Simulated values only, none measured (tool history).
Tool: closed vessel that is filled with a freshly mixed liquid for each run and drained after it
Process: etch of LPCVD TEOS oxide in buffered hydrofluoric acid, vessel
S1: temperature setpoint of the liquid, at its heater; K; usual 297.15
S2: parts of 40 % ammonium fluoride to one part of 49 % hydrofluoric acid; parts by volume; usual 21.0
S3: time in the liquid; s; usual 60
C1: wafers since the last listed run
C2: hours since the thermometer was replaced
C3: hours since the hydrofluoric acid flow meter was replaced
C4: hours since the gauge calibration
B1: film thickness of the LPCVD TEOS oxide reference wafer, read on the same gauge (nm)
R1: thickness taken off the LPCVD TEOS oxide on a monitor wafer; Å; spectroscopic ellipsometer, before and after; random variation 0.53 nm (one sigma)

| run | day | S1 | S2 | S3 | C1 | C2 | C3 | C4 | B1 | R1 |
|---|---|---|---|---|---|---|---|---|---|---|
| 1 | 0.000 | 297.15 | 17.5 | 60 | 0 | 1090.9 | 735.2 | 211.3 | 109.97 | 1077.8 |
| 2 | 0.279 | 297.15 | 17.5 | 60 | 987 | 1097.6 | 741.9 | 218.0 | 110.03 | 1092.2 |
| 3 | 0.654 | 297.15 | 21.0 | 60 | 1326 | 1106.6 | 750.9 | 227.0 | 109.99 | 904.1 |
| 4 | 1.079 | 297.15 | 21.0 | 85 | 1503 | 1116.8 | 761.1 | 237.2 | 110.01 | 1277.5 |
| 5 | 1.679 | 297.15 | 21.0 | 85 | 2122 | 1131.2 | 775.5 | 251.6 | 110.02 | 1291.2 |
| 6 | 2.350 | 297.15 | 21.0 | 85 | 2373 | 1147.3 | 791.6 | 267.7 | 109.94 | 1284.3 |
| 7 | 2.692 | 297.15 | 21.0 | 60 | 1208 | 1155.5 | 799.8 | 275.9 | 109.98 | 899.6 |
| 8 | 3.154 | 297.15 | 21.0 | 60 | 1636 | 1166.6 | 810.9 | 287.0 | 110.01 | 910.2 |
| 9 | 3.621 | 297.15 | 21.0 | 70 | 1650 | 1177.8 | 822.1 | 298.2 | 110.04 | 1066.5 |
| 10 | 3.879 | 297.15 | 21.0 | 70 | 913 | 1184.0 | 828.3 | 304.4 | 110.00 | 1058.3 |
| 11 | 4.196 | 297.15 | 21.0 | 70 | 1120 | 1191.6 | 835.9 | 312.0 | 109.94 | 1071.3 |
| 12 | 4.525 | 297.15 | 21.0 | 60 | 1164 | 1199.5 | 843.8 | 319.9 | 109.97 | 906.2 |
|  | 4.804 | gauge calibrated |
| 13 | 4.858 | 297.15 | 21.0 | 60 | 1179 | 1207.5 | 851.8 | 1.3 | 109.99 | 912.7 |
| 14 | 5.604 | 297.15 | 21.0 | 60 | 2638 | 1225.4 | 869.7 | 19.2 | 110.01 | 906.5 |
| 15 | 5.933 | 297.15 | 21.0 | 60 | 1164 | 1233.3 | 877.6 | 27.1 | 110.02 | 916.9 |
| 16 | 6.646 | 297.15 | 21.0 | 60 | 2520 | 1250.4 | 894.7 | 44.2 | 109.99 | 914.6 |
| 17 | 7.162 | 297.15 | 21.0 | 60 | 1827 | 1262.8 | 907.1 | 56.6 | 109.95 | 919.1 |
| 18 | 7.758 | 300.65 | 21.0 | 30 | 2107 | 1277.1 | 921.4 | 70.9 | 110.03 | 557.1 |
|  | 8.425 | thermometer replaced |
| 19 | 8.638 | 297.15 | 24.0 | 60 | 2962 | 5.1 | 942.5 | 92.0 | 110.03 | 816.9 |
| 20 | 9.279 | 301.65 | 18.0 | 75 | 2269 | 20.5 | 957.9 | 107.4 | 110.00 | 1696.6 |
| 21 | 9.567 | 295.15 | 21.0 | 60 | 1017 | 27.4 | 964.8 | 114.3 | 109.96 | 830.0 |
|  | 10.425 | hydrofluoric acid flow meter replaced |
| 22 | 10.596 | 297.15 | 13.5 | 45 | 3493 | 52.1 | 4.1 | 139.0 | 109.98 | 962.7 |
| 23 | 11.329 | 298.65 | 16.5 | 30 | 2594 | 69.7 | 21.7 | 156.6 | 110.03 | 567.4 |
| 24 | 11.950 | 297.15 | 25.0 | 60 | 2196 | 84.6 | 36.6 | 171.5 | 109.98 | 749.2 |
| 25 | 12.558 | 297.15 | 21.0 | 60 | 2151 | 99.2 | 51.2 | 186.1 | 109.96 | 838.8 |
| 26 | 13.279 | 293.15 | 14.0 | 90 | 2549 | 116.5 | 68.5 | 203.4 | 110.00 | 1484.2 |

Forecast each of these 5 alternatives for the next run:
| A | 13.308 | 297.15 | 21.0 | 60 | 103 | 117.2 | 69.2 | 204.1 | ? | ? |
| B | 13.308 | 292.65 | 21.0 | 70 | 103 | 117.2 | 69.2 | 204.1 | ? | ? |
| C | 13.308 | 297.15 | 21.0 | 75 | 103 | 117.2 | 69.2 | 204.1 | ? | ? |
| D | 13.308 | 299.15 | 21.0 | 85 | 103 | 117.2 | 69.2 | 204.1 | ? | ? |
| E | 13.308 | 302.15 | 24.0 | 80 | 103 | 117.2 | 69.2 | 204.1 | ? | ? |

| run | B1 | R1 |
|---|---|---|
| A | 110.05 | 839.4 |
| B | 110.05 | 762.8 |
| C | 110.05 | 1049.3 |
| D | 110.05 | 1325.9 |
| E | 110.05 | 1337.6 |
Without the tool's hidden state the same runs would have given:
| run | R1 |
|---|---|
| A | 823.7 |
| B | 748.4 |
| C | 1029.7 |
| D | 1301.2 |
| E | 1312.7 |

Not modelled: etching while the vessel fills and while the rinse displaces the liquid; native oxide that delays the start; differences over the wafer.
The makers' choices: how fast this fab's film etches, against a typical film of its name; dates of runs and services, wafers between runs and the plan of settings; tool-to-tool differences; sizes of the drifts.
